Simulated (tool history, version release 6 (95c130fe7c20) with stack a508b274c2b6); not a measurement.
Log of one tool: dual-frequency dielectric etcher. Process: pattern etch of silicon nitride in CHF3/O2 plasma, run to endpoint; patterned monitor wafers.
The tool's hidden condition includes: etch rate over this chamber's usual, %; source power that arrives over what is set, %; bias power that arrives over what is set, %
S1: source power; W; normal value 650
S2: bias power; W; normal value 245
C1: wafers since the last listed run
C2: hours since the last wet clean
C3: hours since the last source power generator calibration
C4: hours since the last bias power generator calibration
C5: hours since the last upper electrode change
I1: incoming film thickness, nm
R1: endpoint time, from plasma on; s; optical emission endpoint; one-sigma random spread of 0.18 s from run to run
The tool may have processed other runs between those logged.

run 1 day=0.000 | S1=650 S2=245 | C1=0 C2=206.2 C3=2063.7 C4=3468.5 C5=2154.1 | I1=89.2 | R1=51.9
run 2 day=0.575 | S1=720 S2=245 | C1=122 C2=220.0 C3=2077.5 C4=3482.3 C5=2167.9 | I1=88.8 | R1=48.4
run 3 day=1.608 | S1=650 S2=245 | C1=220 C2=244.8 C3=2102.3 C4=3507.1 C5=2192.7 | I1=88.7 | R1=51.8
run 4 day=3.062 | S1=650 S2=245 | C1=310 C2=279.7 C3=2137.2 C4=3542.0 C5=2227.6 | I1=89.6 | R1=52.0
run 5 day=3.812 | S1=650 S2=262 | C1=160 C2=297.7 C3=2155.2 C4=3560.0 C5=2245.6 | I1=90.3 | R1=51.2
run 6 day=4.592 | S1=590 S2=245 | C1=166 C2=316.4 C3=2173.9 C4=3578.7 C5=2264.3 | I1=88.7 | R1=54.8
run 7 day=5.625 | S1=650 S2=259 | C1=220 C2=341.2 C3=2198.7 C4=3603.5 C5=2289.1 | I1=89.7 | R1=51.1
run 8 day=6.275 | S1=650 S2=259 | C1=138 C2=356.8 C3=2214.3 C4=3619.1 C5=2304.7 | I1=88.4 | R1=50.4
run 9 day=7.662 | S1=650 S2=245 | C1=296 C2=390.1 C3=2247.6 C4=3652.4 C5=2338.0 | I1=89.1 | R1=51.7
run 10 day=8.779 | S1=650 S2=245 | C1=238 C2=416.9 C3=2274.4 C4=3679.2 C5=2364.8 | I1=90.0 | R1=52.6
-- day=9.854 wet clean of the chamber
run 11 day=9.875 | S1=650 S2=245 | C1=20 C2=0.5 C3=2300.7 C4=3705.5 C5=2391.1 | I1=88.9 | R1=51.8
run 12 day=10.396 | S1=650 S2=245 | C1=111 C2=13.0 C3=2313.2 C4=3718.0 C5=2403.6 | I1=89.6 | R1=52.3
run 13 day=11.212 | S1=550 S2=245 | C1=174 C2=32.6 C3=2332.8 C4=3737.6 C5=2423.2 | I1=88.6 | R1=57.0
run 14 day=12.354 | S1=550 S2=245 | C1=243 C2=60.0 C3=2360.2 C4=3765.0 C5=2450.6 | I1=89.2 | R1=57.7
run 15 day=13.567 | S1=650 S2=271 | C1=258 C2=89.1 C3=2389.3 C4=3794.1 C5=2479.7 | I1=89.8 | R1=50.1
run 16 day=14.692 | S1=650 S2=271 | C1=240 C2=116.1 C3=2416.3 C4=3821.1 C5=2506.7 | I1=88.6 | R1=49.4
run 17 day=15.400 | S1=520 S2=245 | C1=151 C2=133.1 C3=2433.3 C4=3838.1 C5=2523.7 | I1=89.7 | R1=60.5
run 18 day=16.362 | S1=650 S2=245 | C1=205 C2=156.2 C3=2456.4 C4=3861.2 C5=2546.8 | I1=89.5 | R1=52.2
run 19 day=17.088 | S1=650 S2=271 | C1=154 C2=173.6 C3=2473.8 C4=3878.6 C5=2564.2 | I1=88.9 | R1=50.0
run 20 day=17.925 | S1=560 S2=245 | C1=178 C2=193.7 C3=2493.9 C4=3898.7 C5=2584.3 | I1=89.8 | R1=57.4
run 21 day=18.642 | S1=650 S2=245 | C1=152 C2=210.9 C3=2511.1 C4=3915.9 C5=2601.5 | I1=89.9 | R1=52.1
-- day=19.938 source power generator calibrated
run 22 day=19.971 | S1=650 S2=262 | C1=248 C2=242.8 C3=0.8 C4=3947.8 C5=2633.4 | I1=89.0 | R1=50.1
run 23 day=21.333 | S1=490 S2=192 | C1=290 C2=275.5 C3=33.5 C4=3980.5 C5=2666.1 | I1=89.1 | R1=69.0
-- day=23.038 upper electrode replaced
run 24 day=23.058 | S1=650 S2=291 | C1=154 C2=316.9 C3=74.9 C4=4021.9 C5=0.5 | I1=88.7 | R1=47.8
run 25 day=25.375 | S1=730 S2=197 | C1=494 C2=372.5 C3=130.5 C4=4077.5 C5=56.1 | I1=89.3 | R1=52.9
-- day=26.958 wet clean of the chamber
run 26 day=26.979 | S1=520 S2=286 | C1=128 C2=0.5 C3=169.0 C4=4116.0 C5=94.6 | I1=89.3 | R1=56.1
run 27 day=27.158 | S1=590 S2=211 | C1=38 C2=4.8 C3=173.3 C4=4120.3 C5=98.9 | I1=88.9 | R1=58.5
-- day=28.067 bias power generator calibrated
run 28 day=29.654 | S1=730 S2=288 | C1=497 C2=64.7 C3=233.2 C4=38.1 C5=158.8 | I1=89.3 | R1=45.4
run 29 day=31.617 | S1=740 S2=263 | C1=418 C2=111.8 C3=280.3 C4=85.2 C5=205.9 | I1=89.2 | R1=46.7
run 30 day=32.996 | S1=650 S2=245 | C1=294 C2=144.9 C3=313.4 C4=118.3 C5=239.0 | I1=89.7 | R1=52.3
run 31 day=34.092 | S1=600 S2=292 | C1=233 C2=171.2 C3=339.7 C4=144.6 C5=265.3 | I1=88.9 | R1=50.7
run 32 day=34.958 | S1=600 S2=287 | C1=185 C2=192.0 C3=360.5 C4=165.4 C5=286.1 | I1=88.7 | R1=51.0
run 33 day=35.896 | S1=650 S2=271 | C1=200 C2=214.5 C3=383.0 C4=187.9 C5=308.6 | I1=89.3 | R1=50.1
run 34 day=36.788 | S1=790 S2=245 | C1=190 C2=235.9 C3=404.4 C4=209.3 C5=330.0 | I1=89.1 | R1=46.6

What if the next run were any one of these 5? Each begins from the tool's condition after run 34:
run A day=36.804 | S1=650 S2=208 | C1=3 C2=236.3 C3=404.8 C4=209.7 C5=330.4 | I1=88.8 | R1=?
run B day=36.804 | S1=580 S2=208 | C1=3 C2=236.3 C3=404.8 C4=209.7 C5=330.4 | I1=88.8 | R1=?
run C day=36.804 | S1=780 S2=245 | C1=3 C2=236.3 C3=404.8 C4=209.7 C5=330.4 | I1=88.8 | R1=?
run D day=36.804 | S1=600 S2=196 | C1=3 C2=236.3 C3=404.8 C4=209.7 C5=330.4 | I1=88.8 | R1=?
run E day=36.804 | S1=530 S2=245 | C1=3 C2=236.3 C3=404.8 C4=209.7 C5=330.4 | I1=88.8 | R1=?

run=A R1=55.1
run=B R1=59.2
run=C R1=46.4
run=D R1=59.3
run=E R1=58.8
Take away the tool's hidden state, keep each run's random variation, and the runs would have read:
run=A R1=55.1
run=B R1=59.2
run=C R1=46.4
run=D R1=59.3
run=E R1=58.8
